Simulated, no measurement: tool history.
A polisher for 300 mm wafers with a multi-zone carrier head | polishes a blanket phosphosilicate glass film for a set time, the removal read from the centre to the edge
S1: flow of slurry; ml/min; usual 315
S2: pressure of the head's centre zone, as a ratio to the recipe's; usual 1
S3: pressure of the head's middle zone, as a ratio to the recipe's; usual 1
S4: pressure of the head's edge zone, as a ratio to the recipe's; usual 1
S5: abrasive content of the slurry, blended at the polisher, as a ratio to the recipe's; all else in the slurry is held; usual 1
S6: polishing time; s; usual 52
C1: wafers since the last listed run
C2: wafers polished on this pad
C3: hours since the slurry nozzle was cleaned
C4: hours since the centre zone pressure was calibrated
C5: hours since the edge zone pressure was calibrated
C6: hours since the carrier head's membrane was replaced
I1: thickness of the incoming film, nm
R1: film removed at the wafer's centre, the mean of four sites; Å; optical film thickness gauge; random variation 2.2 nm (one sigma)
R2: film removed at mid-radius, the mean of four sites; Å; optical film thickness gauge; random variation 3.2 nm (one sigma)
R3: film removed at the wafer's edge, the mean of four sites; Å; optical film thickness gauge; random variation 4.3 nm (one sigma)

| run | day | S1 | S2 | S3 | S4 | S5 | S6 | C1 | C2 | C3 | C4 | C5 | C6 | I1 | R1 | R2 | R3 |
|---|---|---|---|---|---|---|---|---|---|---|---|---|---|---|---|---|---|
| 1 | 0 | 315 | 1.05 | 1 | 1 | 1 | 52 | 0 | 1119 | 0.5 | 142.7 | 47.8 | 1240.1 | 4698.8 | 3995 | 3563 | 3658 |
| 2 | 0.696 | 315 | 0.92 | 1 | 1 | 1 | 52 | 183 | 1303 | 17.2 | 159.4 | 64.5 | 1256.8 | 4770.6 | 3487 | 3601 | 3576 |
| 3 | 1.5 | 315 | 0.9 | 1 | 1 | 1 | 52 | 212 | 1515 | 36.5 | 178.7 | 83.8 | 1276.1 | 4820.3 | 3418 | 3558 | 3535 |
| 4 | 2.912 | 315 | 1 | 1 | 0.97 | 1.3 | 52 | 372 | 1887 | 70.4 | 212.6 | 117.7 | 1310 | 4792.6 | 4213 | 3962 | 3831 |
| 5 | 4.304 | 315 | 1 | 1 | 1 | 1 | 52 | 367 | 2254 | 103.8 | 246 | 151.1 | 1343.4 | 4780 | 3810 | 3613 | 3608 |
|  | 4.675 | centre zone pressure recalibrated, repeated, since the last time left the tool worse |
|  | 5.392 | worn pad replaced by a new one |
| 6 | 5.412 | 215 | 1.05 | 1 | 1 | 1 | 52 | 226 | 5 | 130.4 | 17.7 | 177.7 | 1370 | 4749.4 | 3547 | 3458 | 3473 |
| 7 | 6.183 | 245 | 1 | 1.05 | 0.91 | 1 | 52 | 203 | 208 | 148.9 | 36.2 | 196.2 | 1388.5 | 4841.1 | 3432 | 3624 | 3342 |
|  | 6.404 | carrier head's membrane replaced by a new one |
| 8 | 7.333 | 315 | 1.11 | 1 | 1 | 0.85 | 66 | 248 | 456 | 176.5 | 63.8 | 223.8 | 22.3 | 4807.6 | 4695 | 4299 | 4251 |
| 9 | 8.325 | 315 | 1.11 | 1 | 1 | 0.85 | 66 | 261 | 718 | 200.3 | 87.6 | 247.6 | 46.1 | 4763.6 | 4682 | 4255 | 4147 |
| 10 | 9.508 | 315 | 1 | 1 | 1 | 0.85 | 41 | 312 | 1030 | 228.7 | 116 | 276 | 74.5 | 4812 | 2629 | 2637 | 2619 |
| 11 | 10.354 | 315 | 1 | 1 | 1 | 1 | 52 | 223 | 1253 | 249 | 136.3 | 296.3 | 94.8 | 4804.5 | 3589 | 3537 | 3610 |
| 12 | 11.554 | 315 | 1 | 0.96 | 0.93 | 1 | 52 | 316 | 1570 | 277.8 | 165.1 | 325.1 | 123.6 | 4728.1 | 3590 | 3462 | 3500 |
| 13 | 12.129 | 315 | 1 | 1 | 0.93 | 1 | 61 | 151 | 1722 | 291.6 | 178.9 | 338.9 | 137.4 | 4826 | 4236 | 4216 | 4052 |
| 14 | 12.842 | 315 | 1 | 1 | 1 | 1 | 52 | 187 | 1909 | 308.7 | 196 | 356 | 154.5 | 4689.8 | 3609 | 3539 | 3618 |
| 15 | 14.325 | 205 | 1 | 1.09 | 1 | 1 | 52 | 391 | 2301 | 344.3 | 231.6 | 391.6 | 190.1 | 4757.1 | 3455 | 3636 | 3470 |
|  | 15.504 | worn pad replaced by a new one |
| 16 | 15.662 | 315 | 1 | 1 | 1 | 1 | 39 | 308 | 41 | 376.4 | 263.7 | 423.7 | 222.2 | 4832.8 | 2727 | 2700 | 2679 |
| 17 | 17.071 | 315 | 1 | 1 | 1 | 1 | 52 | 371 | 413 | 410.2 | 297.5 | 457.5 | 256 | 4811.1 | 3646 | 3567 | 3643 |
| 18 | 18.196 | 275 | 0.92 | 1 | 1 | 1 | 52 | 296 | 709 | 437.2 | 324.5 | 484.5 | 283 | 4842.4 | 3309 | 3555 | 3603 |
| 19 | 19.254 | 315 | 1 | 1.09 | 1 | 1 | 52 | 279 | 989 | 462.6 | 349.9 | 509.9 | 308.4 | 4743 | 3638 | 3826 | 3567 |
| 20 | 20.75 | 270 | 1 | 0.93 | 1.1 | 1.25 | 52 | 394 | 1383 | 498.5 | 385.8 | 545.8 | 344.3 | 4666 | 3893 | 3670 | 4082 |

The same runs without the tool's hidden state, with the same run-to-run variation:
The hidden state here: removal rate lost through wear of the pad, %; slurry flow missing at the pad, %; deviation of the centre zone's pressure from its setpoint, %; deviation of the edge zone's pressure from its setpoint, %.
| run | R1 |
|---|---|
| 1 | 3709 |
| 2 | 3230 |
| 3 | 3161 |
| 4 | 3889 |
| 5 | 3511 |
| 6 | 3540 |
| 7 | 3415 |
| 8 | 4653 |
| 9 | 4626 |
| 10 | 2589 |
| 11 | 3527 |
| 12 | 3519 |
| 13 | 4147 |
| 14 | 3529 |
| 15 | 3370 |
| 16 | 2655 |
| 17 | 3543 |
| 18 | 3211 |
| 19 | 3528 |
| 20 | 3770 |
R2: within 2 Å of the measured result in every run.
R3: as measured in every run.
